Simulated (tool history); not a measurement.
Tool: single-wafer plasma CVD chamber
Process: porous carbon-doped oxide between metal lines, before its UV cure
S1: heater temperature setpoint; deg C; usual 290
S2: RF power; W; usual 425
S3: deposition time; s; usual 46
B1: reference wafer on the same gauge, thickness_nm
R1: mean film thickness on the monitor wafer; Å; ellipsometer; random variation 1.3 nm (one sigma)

| run | hour | S1 | S2 | S3 | B1 | R1 |
|---|---|---|---|---|---|---|
| 1 | 0 | 290 | 425 | 46 | 229.125 | 2278.78 |
| 2 | 27.9 | 290 | 425 | 46 | 228.988 | 2267.88 |
| 3 | 175.5 | 290 | 425 | 46 | 229.126 | 2265.94 |
|  | 231.7 | gauge calibrated |
| 4 | 257.7 | 290 | 425 | 46 | 229.083 | 2249.71 |
|  | 312 | thermocouple changed; heater temperature recalibrated |
| 5 | 328.2 | 290 | 425 | 46 | 229.21 | 2237.98 |
| 6 | 356.3 | 290 | 425 | 46 | 229.241 | 2237.27 |
| 7 | 402.4 | 290 | 425 | 46 | 229.068 | 2263.14 |
| 8 | 458.8 | 290 | 425 | 46 | 229.255 | 2209.14 |
| 9 | 525.8 | 290 | 365 | 46 | 229.439 | 1920.55 |
|  | 587.8 | thermocouple changed; heater temperature recalibrated, repeated, since the last time left the tool worse |
| 10 | 588.3 | 290 | 365 | 46 | 229.083 | 1987.58 |
|  | 636.5 | RF generator calibrated |
| 11 | 639.8 | 290 | 425 | 46 | 228.737 | 2326.23 |
| 12 | 695.4 | 290 | 425 | 46 | 228.936 | 2318.48 |
| 13 | 831.5 | 290 | 425 | 46 | 228.892 | 2319.12 |
| 14 | 891.7 | 290 | 425 | 46 | 229.612 | 2281.21 |
| 15 | 960.6 | 286 | 450 | 54.6 | 229.042 | 2911.4 |
| 16 | 999.6 | 296 | 425 | 46 | 229.455 | 2193.88 |
| 17 | 1033.5 | 290 | 425 | 46 | 228.73 | 2276.26 |
| 18 | 1058.3 | 297 | 425 | 46 | 229.152 | 2203.12 |
|  | 1107.7 | showerhead replaced |
| 19 | 1129.5 | 277 | 380 | 54.9 | 228.907 | 2592.11 |
| 20 | 1279.4 | 290 | 355 | 46 | 228.411 | 1890.65 |
| 21 | 1342.2 | 286 | 370 | 48.4 | 229.066 | 2121.54 |
| 22 | 1388.8 | 290 | 390 | 46 | 229.183 | 2098.49 |
| 23 | 1415.8 | 290 | 425 | 54 | 229.48 | 2652.47 |
| 24 | 1480.3 | 290 | 425 | 46 | 228.643 | 2264.55 |
|  | 1485.5 | gauge calibrated |
| 25 | 1523.4 | 290 | 425 | 37.9 | 228.74 | 1879.57 |
| 26 | 1580.7 | 290 | 465 | 46 | 228.91 | 2493.58 |
| 27 | 1620.5 | 285 | 450 | 52.6 | 228.24 | 2808.41 |
| 28 | 1680.4 | 290 | 425 | 46 | 229.153 | 2271.93 |
|  | 1711.9 | thermocouple changed; heater temperature recalibrated |
| 29 | 1749.3 | 290 | 365 | 43.4 | 229.426 | 1891.98 |
| 30 | 1799.1 | 297 | 425 | 39.3 | 228.673 | 1913.53 |
| 31 | 1870.7 | 278 | 425 | 46 | 228.907 | 2472.87 |
| 32 | 1924.4 | 304 | 465 | 46 | 229.355 | 2336.19 |
|  | 1938 | RF generator calibrated |
| 33 | 1962.2 | 290 | 425 | 46 | 228.696 | 2304.34 |

The same runs without the tool's hidden state, with the same run-to-run variation:
The hidden state here: wafer temperature above the value expected at the setpoint (K); delivered RF power above the setpoint (%); gauge reads high (%).
| run | R1 |
|---|---|
| 1 | 2319.01 |
| 2 | 2308.22 |
| 3 | 2307.53 |
| 4 | 2291.54 |
| 5 | 2308.81 |
| 6 | 2311.18 |
| 7 | 2342.59 |
| 8 | 2291.64 |
| 9 | 1996.67 |
| 10 | 1991.05 |
| 11 | 2336.18 |
| 12 | 2333.96 |
| 13 | 2345.41 |
| 14 | 2310.75 |
| 15 | 2955.23 |
| 16 | 2226.83 |
| 17 | 2312.5 |
| 18 | 2238.35 |
| 19 | 2640.45 |
| 20 | 1926.86 |
| 21 | 2164.87 |
| 22 | 2140.61 |
| 23 | 2706.2 |
| 24 | 2311.35 |
| 25 | 1918.86 |
| 26 | 2546.4 |
| 27 | 2870.76 |
| 28 | 2320.96 |
| 29 | 1893.27 |
| 30 | 1919 |
| 31 | 2487.92 |
| 32 | 2352.55 |
| 33 | 2324.18 |

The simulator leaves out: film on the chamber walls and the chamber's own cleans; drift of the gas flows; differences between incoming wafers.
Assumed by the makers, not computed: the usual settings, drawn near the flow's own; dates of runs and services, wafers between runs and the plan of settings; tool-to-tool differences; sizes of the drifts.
